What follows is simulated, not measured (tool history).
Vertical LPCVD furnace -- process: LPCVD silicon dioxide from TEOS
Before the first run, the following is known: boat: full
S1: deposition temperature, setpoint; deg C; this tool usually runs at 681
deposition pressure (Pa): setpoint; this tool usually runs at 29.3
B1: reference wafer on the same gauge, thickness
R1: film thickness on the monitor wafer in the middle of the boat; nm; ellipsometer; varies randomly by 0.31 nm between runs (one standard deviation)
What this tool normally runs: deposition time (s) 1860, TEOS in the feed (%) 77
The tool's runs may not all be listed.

Run 1, day 0.000: usual settings but TEOS in the feed (%) 84; B1 148.07. Result: R1 136.74 nm.
Run 2, day 1.508: usual settings but TEOS in the feed (%) 84; B1 148.02. Result: R1 136.71 nm.
Run 3, day 4.304: usual settings but S1 688 deg C, TEOS in the feed (%) 83; B1 147.92. Result: R1 160.89 nm.
Run 4, day 6.921: usual settings but S1 688 deg C, TEOS in the feed (%) 83; B1 147.93. Result: R1 161.16 nm.
Run 5, day 9.279: usual settings but S1 688 deg C, TEOS in the feed (%) 83; B1 147.91. Result: R1 161.27 nm.
Run 6, day 14.588: usual settings; B1 147.97. Result: R1 131.12 nm.
Run 7, day 17.012: usual settings; B1 147.99. Result: R1 131.86 nm.
Run 8, day 18.442: usual settings; B1 148.03. Result: R1 131.70 nm.
Run 9, day 21.283: usual settings; B1 147.92. Result: R1 132.27 nm.
Run 10, day 22.533: usual settings; B1 147.99. Result: R1 132.09 nm.
Run 11, day 25.329: usual settings; B1 148.01. Result: R1 132.16 nm.
At day 26.521: thermocouples replaced and temperature profile calibrated.
Run 12, day 28.004: usual settings; B1 148.01. Result: R1 129.95 nm.
Run 13, day 30.162: usual settings; B1 148.13. Result: R1 129.22 nm.
At day 31.271: pressure gauge zeroed.
Run 14, day 31.729: usual settings but deposition time (s) 2100, TEOS in the feed (%) 91; B1 147.98. Result: R1 158.82 nm.
At day 33.421: gauge calibrated.
Run 15, day 34.350: usual settings but S1 688 deg C, TEOS in the feed (%) 83; B1 148.04. Result: R1 159.51 nm.
At day 35.579: TEOS flow controller replaced.
Run 16, day 36.046: usual settings but S1 688 deg C, deposition pressure (Pa) 26.0; B1 147.98. Result: R1 143.82 nm.
Run 17, day 38.292: usual settings but S1 675 deg C, TEOS in the feed (%) 71; B1 147.99. Result: R1 107.56 nm.
Run 18, day 39.600: usual settings but deposition pressure (Pa) 26.7; B1 147.90. Result: R1 123.32 nm.
Run 19, day 40.858: usual settings but S1 686 deg C, deposition pressure (Pa) 33.3, deposition time (s) 2370, TEOS in the feed (%) 81; B1 148.06. Result: R1 204.06 nm.

Expected results for the next run?
Run 20, day 43.217: usual settings but deposition time (s) 2070; B1 ?. Result: R1 ?.

Run 20 came out at B1 147.93, R1 144.35 nm.
If the tool had no hidden condition, the same run with the same run-to-run variation would have returned R1 144.19 nm.
